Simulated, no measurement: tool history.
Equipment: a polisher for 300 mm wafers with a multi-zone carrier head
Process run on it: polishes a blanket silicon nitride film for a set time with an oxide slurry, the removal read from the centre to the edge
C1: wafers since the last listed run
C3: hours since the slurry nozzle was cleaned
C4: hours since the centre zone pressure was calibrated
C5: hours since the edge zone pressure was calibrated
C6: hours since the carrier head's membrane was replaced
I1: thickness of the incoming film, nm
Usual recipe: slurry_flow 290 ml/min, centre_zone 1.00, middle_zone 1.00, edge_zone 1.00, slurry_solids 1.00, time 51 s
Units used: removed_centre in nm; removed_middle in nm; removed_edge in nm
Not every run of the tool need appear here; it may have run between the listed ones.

{"run": 1, "hour": 0.0, "slurry_flow": 290, "centre_zone": 1.0, "middle_zone": 1.1, "edge_zone": 1.0, "slurry_solids": 1.0, "time": 51, "C1": 0, "wafers polished on this pad": 100, "C3": 337.2, "C4": 593.5, "C5": 75.3, "C6": 272.5, "I1": 568.3, "removed_centre": 37.6, "removed_middle": 41.1, "removed_edge": 37.5}
{"run": 2, "hour": 78.4, "slurry_flow": 290, "centre_zone": 1.0, "middle_zone": 1.1, "edge_zone": 1.0, "slurry_solids": 1.0, "time": 51, "C1": 533, "wafers polished on this pad": 634, "C3": 415.6, "C4": 671.9, "C5": 153.7, "C6": 350.9, "I1": 577.3, "removed_centre": 36.6, "removed_middle": 38.9, "removed_edge": 35.6}
{"run": 3, "hour": 115.1, "slurry_flow": 350, "centre_zone": 1.0, "middle_zone": 1.0, "edge_zone": 1.0, "slurry_solids": 1.0, "time": 51, "C1": 249, "wafers polished on this pad": 884, "C3": 452.3, "C4": 708.6, "C5": 190.4, "C6": 387.6, "I1": 581.7, "removed_centre": 36.2, "removed_middle": 35.6, "removed_edge": 36.3}
{"run": 4, "hour": 221.3, "slurry_flow": 350, "centre_zone": 1.0, "middle_zone": 1.0, "edge_zone": 1.0, "slurry_solids": 1.0, "time": 51, "C1": 722, "wafers polished on this pad": 1606, "C3": 558.5, "C4": 814.8, "C5": 296.6, "C6": 493.8, "I1": 569.5, "removed_centre": 35.2, "removed_middle": 35.1, "removed_edge": 35.6}
{"hour": 262.9, "done": "worn pad replaced by a new one"}
{"run": 5, "hour": 326.2, "slurry_flow": 290, "centre_zone": 1.0, "middle_zone": 1.0, "edge_zone": 1.0, "slurry_solids": 1.0, "time": 51, "C1": 686, "wafers polished on this pad": 430, "C3": 663.4, "C4": 919.7, "C5": 401.5, "C6": 598.7, "I1": 575.7, "removed_centre": 36.2, "removed_middle": 36.3, "removed_edge": 36.3}
{"hour": 379.7, "done": "carrier head's membrane replaced by a new one"}
{"hour": 391.0, "done": "centre zone pressure recalibrated"}
{"run": 6, "hour": 392.5, "slurry_flow": 290, "centre_zone": 1.0, "middle_zone": 1.0, "edge_zone": 1.0, "slurry_solids": 1.0, "time": 51, "C1": 403, "wafers polished on this pad": 834, "C3": 729.7, "C4": 1.5, "C5": 467.8, "C6": 12.8, "I1": 573.6, "removed_centre": 35.3, "removed_middle": 36.0, "removed_edge": 35.1}
{"run": 7, "hour": 434.5, "slurry_flow": 290, "centre_zone": 1.0, "middle_zone": 1.0, "edge_zone": 1.0, "slurry_solids": 1.0, "time": 51, "C1": 285, "wafers polished on this pad": 1120, "C3": 771.7, "C4": 43.5, "C5": 509.8, "C6": 54.8, "I1": 578.7, "removed_centre": 35.5, "removed_middle": 35.0, "removed_edge": 35.2}
{"hour": 475.5, "done": "slurry nozzle cleaned"}
{"run": 8, "hour": 493.0, "slurry_flow": 290, "centre_zone": 0.95, "middle_zone": 1.08, "edge_zone": 1.0, "slurry_solids": 0.8, "time": 64, "C1": 391, "wafers polished on this pad": 1511, "C3": 17.5, "C4": 102.0, "C5": 568.3, "C6": 113.3, "I1": 578.5, "removed_centre": 37.6, "removed_middle": 42.1, "removed_edge": 38.3}
{"hour": 519.7, "done": "worn pad replaced by a new one"}
{"run": 9, "hour": 567.9, "slurry_flow": 290, "centre_zone": 1.0, "middle_zone": 0.95, "edge_zone": 1.11, "slurry_solids": 1.0, "time": 58, "C1": 482, "wafers polished on this pad": 327, "C3": 92.4, "C4": 176.9, "C5": 643.2, "C6": 188.2, "I1": 589.7, "removed_centre": 41.4, "removed_middle": 38.6, "removed_edge": 43.7}
{"run": 10, "hour": 659.0, "slurry_flow": 290, "centre_zone": 1.0, "middle_zone": 1.0, "edge_zone": 1.0, "slurry_solids": 1.0, "time": 51, "C1": 619, "wafers polished on this pad": 947, "C3": 183.5, "C4": 268.0, "C5": 734.3, "C6": 279.3, "I1": 580.4, "removed_centre": 35.1, "removed_middle": 34.6, "removed_edge": 35.4}
{"run": 11, "hour": 732.7, "slurry_flow": 290, "centre_zone": 1.0, "middle_zone": 1.03, "edge_zone": 0.91, "slurry_solids": 1.2, "time": 35, "C1": 501, "wafers polished on this pad": 1449, "C3": 257.2, "C4": 341.7, "C5": 808.0, "C6": 353.0, "I1": 577.4, "removed_centre": 26.0, "removed_middle": 26.1, "removed_edge": 25.0}
{"hour": 742.6, "done": "worn pad replaced by a new one"}
{"run": 12, "hour": 805.3, "slurry_flow": 290, "centre_zone": 0.92, "middle_zone": 1.0, "edge_zone": 1.11, "slurry_solids": 1.0, "time": 51, "C1": 466, "wafers polished on this pad": 426, "C3": 329.8, "C4": 414.3, "C5": 880.6, "C6": 425.6, "I1": 576.7, "removed_centre": 34.4, "removed_middle": 36.2, "removed_edge": 37.9}
{"run": 13, "hour": 907.9, "slurry_flow": 290, "centre_zone": 1.0, "middle_zone": 1.0, "edge_zone": 1.0, "slurry_solids": 1.0, "time": 51, "C1": 698, "wafers polished on this pad": 1125, "C3": 432.4, "C4": 516.9, "C5": 983.2, "C6": 528.2, "I1": 571.5, "removed_centre": 35.5, "removed_middle": 34.2, "removed_edge": 35.2}
{"hour": 938.3, "done": "edge zone pressure recalibrated"}
{"hour": 958.2, "done": "carrier head's membrane replaced by a new one"}
{"hour": 1009.5, "done": "worn pad replaced by a new one"}
{"run": 14, "hour": 1015.2, "slurry_flow": 290, "centre_zone": 1.0, "middle_zone": 1.0, "edge_zone": 1.0, "slurry_solids": 1.0, "time": 51, "C1": 655, "wafers polished on this pad": 39, "C3": 539.7, "C4": 624.2, "C5": 76.9, "C6": 57.0, "I1": 582.9, "removed_centre": 37.8, "removed_middle": 37.2, "removed_edge": 37.9}
{"hour": 1261.9, "done": "worn pad replaced by a new one"}
{"run": 15, "hour": 1292.8, "slurry_flow": 290, "centre_zone": 1.0, "middle_zone": 0.93, "edge_zone": 1.0, "slurry_solids": 1.0, "time": 51, "C1": 1861, "wafers polished on this pad": 209, "C3": 817.3, "C4": 901.8, "C5": 354.5, "C6": 334.6, "I1": 578.6, "removed_centre": 37.1, "removed_middle": 34.4, "removed_edge": 37.2}

Hidden condition of the tool, last listed run before each entry between runs versus first listed run after:
Run 4 -> run 5: worn pad replaced by a new one (hour 262.9)
  removal rate lost through wear of the pad, %: 7.97 -> 4.33
  measured result minus the result with no hidden state, removed_centre: -3.0 -> -1.6 nm; removed_middle: -3.0 -> -1.6 nm; removed_edge: -3.1 -> -1.6 nm
Run 5 -> run 6: carrier head's membrane replaced by a new one (hour 379.7); centre zone pressure recalibrated (hour 391.0)
  removal rate lost through wear of the pad, %: 4.33 -> 6.46
  measured result minus the result with no hidden state, removed_centre: -1.6 -> -2.4 nm; removed_middle: -1.6 -> -2.4 nm; removed_edge: -1.6 -> -2.4 nm
Run 7 -> run 8: slurry nozzle cleaned (hour 475.5)
  removal rate lost through wear of the pad, %: 7.17 -> 7.73
  measured result minus the result with no hidden state, removed_centre: -2.8 -> -3.2 nm; removed_middle: -2.7 -> -3.5 nm; removed_edge: -2.7 -> -3.2 nm
Run 8 -> run 9: worn pad replaced by a new one (hour 519.7)
  removal rate lost through wear of the pad, %: 7.73 -> 5.49
  measured result minus the result with no hidden state, removed_centre: -3.2 -> -2.4 nm; removed_middle: -3.5 -> -2.3 nm; removed_edge: -3.2 -> -2.5 nm
Run 11 -> run 12: worn pad replaced by a new one (hour 742.6)
  removal rate lost through wear of the pad, %: 9.53 -> 5.35
  measured result minus the result with no hidden state, removed_centre: -2.7 -> -1.9 nm; removed_middle: -2.7 -> -2.0 nm; removed_edge: -2.7 -> -2.1 nm
Run 13 -> run 14: edge zone pressure recalibrated (hour 938.3); carrier head's membrane replaced by a new one (hour 958.2); worn pad replaced by a new one (hour 1009.5)
  removal rate lost through wear of the pad, %: 8.13 -> 1.06
  measured result minus the result with no hidden state, removed_centre: -3.1 -> -0.4 nm; removed_middle: -3.1 -> -0.4 nm; removed_edge: -3.1 -> -0.4 nm
Run 14 -> run 15: worn pad replaced by a new one (hour 1261.9)
  removal rate lost through wear of the pad, %: 1.06 -> 2.84
  measured result minus the result with no hidden state, removed_centre: -0.4 -> -1.0 nm; removed_middle: -0.4 -> -1.0 nm; removed_edge: -0.4 -> -1.1 nm
